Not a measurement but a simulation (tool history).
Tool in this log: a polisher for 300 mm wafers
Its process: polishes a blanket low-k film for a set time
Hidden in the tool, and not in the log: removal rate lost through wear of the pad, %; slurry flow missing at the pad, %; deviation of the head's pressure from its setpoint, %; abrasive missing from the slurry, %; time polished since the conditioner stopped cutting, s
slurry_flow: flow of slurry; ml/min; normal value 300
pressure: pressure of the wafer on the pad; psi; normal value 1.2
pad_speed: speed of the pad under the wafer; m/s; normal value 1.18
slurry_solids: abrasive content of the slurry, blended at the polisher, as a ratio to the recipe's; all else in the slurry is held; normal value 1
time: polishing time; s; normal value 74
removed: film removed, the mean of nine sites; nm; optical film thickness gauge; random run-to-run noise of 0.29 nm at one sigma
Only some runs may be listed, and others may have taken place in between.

run,day,slurry_flow,pressure,pad_speed,slurry_solids,time,wafers since the last listed run,wafers polished on this pad,hours since the slurry nozzle was cleaned,hours since the head pressure was calibrated,hours since the slurry blender was calibrated,hours since the conditioning disc was replaced,"incoming thickness of the incoming film, nm",removed
1,0,300,1.2,1.18,1,74,0,241,107.9,308.1,95.2,237.8,448,19.1
2,0.504,300,1.2,1.18,1,74,120,362,120,320.2,107.3,249.9,449.5,19.3
3,1.121,300,1.2,1.18,1,74,147,510,134.8,335,122.1,264.7,449.4,18.5
4,1.733,300,1.2,1.18,1,74,146,657,149.5,349.7,136.8,279.4,452.1,18.5
# day 2.708: slurry blender recalibrated
5,2.729,300,1.2,0.86,1,74,218,876,173.4,373.6,0.5,303.3,440.8,14.4
6,3.854,300,1.2,0.86,1,74,269,1145,200.4,400.6,27.5,330.3,450.7,13.5
# day 4.621: worn pad replaced by a new one
# day 4.788: slurry nozzle cleaned
7,5.288,300,1.2,1.18,1,74,293,150,12,435,61.9,364.7,451.3,18.9
8,6.05,300,1.2,1.18,1,74,182,333,30.3,453.3,80.2,383,454.3,18.7
9,7.079,300,1.2,1.18,1,74,246,580,55,478,104.9,407.7,456.4,18.7
# day 8.346: head pressure recalibrated
10,8.367,300,0.8,1.18,1.2,74,288,868,85.9,0.5,135.8,438.6,452,16.9
# day 8.858: slurry blender recalibrated
11,8.879,300,1.2,1.18,1,74,102,971,98.2,12.8,0.5,450.9,452.1,18.8
# day 9.617: worn pad replaced by a new one
12,9.638,335,1.2,1.18,1.25,74,141,4,116.4,31,18.7,469.1,453.8,22.8
13,10.979,300,1.1,1.18,0.8,74,321,326,148.6,63.2,50.9,501.3,440.1,17.5
# day 11.55: conditioning disc replaced and pad reconditioned
14,12.262,300,1.2,1.18,1,74,287,614,179.4,94,81.7,17.1,453.5,19
15,13.575,365,1.2,1.18,1,74,314,929,210.9,125.5,113.2,48.6,455.5,18.8
# day 13.683: slurry nozzle cleaned
16,14.625,215,0.9,1.18,0.75,74,241,1171,22.6,150.7,138.4,73.8,454.2,13.2

5 options for the next run, each taken on its own from the tool as it stands now. Forecast them:
A,14.642,300,1,1.18,1,74,3,1175,23,151.1,138.8,74.2,451,?
B,14.642,300,1.2,1.6,1,56,3,1175,23,151.1,138.8,74.2,451,?
C,14.642,240,1.2,1.18,1,74,3,1175,23,151.1,138.8,74.2,451,?
D,14.642,300,1.2,1.18,0.85,74,3,1175,23,151.1,138.8,74.2,451,?
E,14.642,300,1.5,1.46,1,52,3,1175,23,151.1,138.8,74.2,451,?

run,removed
A,16.1
B,17.1
C,17.6
D,16.6
E,17
Stripped of hidden state, with their random variation kept, the same runs would have yielded:
run,removed
A,18.6
B,19.8
C,20.4
D,19.2
E,19.7

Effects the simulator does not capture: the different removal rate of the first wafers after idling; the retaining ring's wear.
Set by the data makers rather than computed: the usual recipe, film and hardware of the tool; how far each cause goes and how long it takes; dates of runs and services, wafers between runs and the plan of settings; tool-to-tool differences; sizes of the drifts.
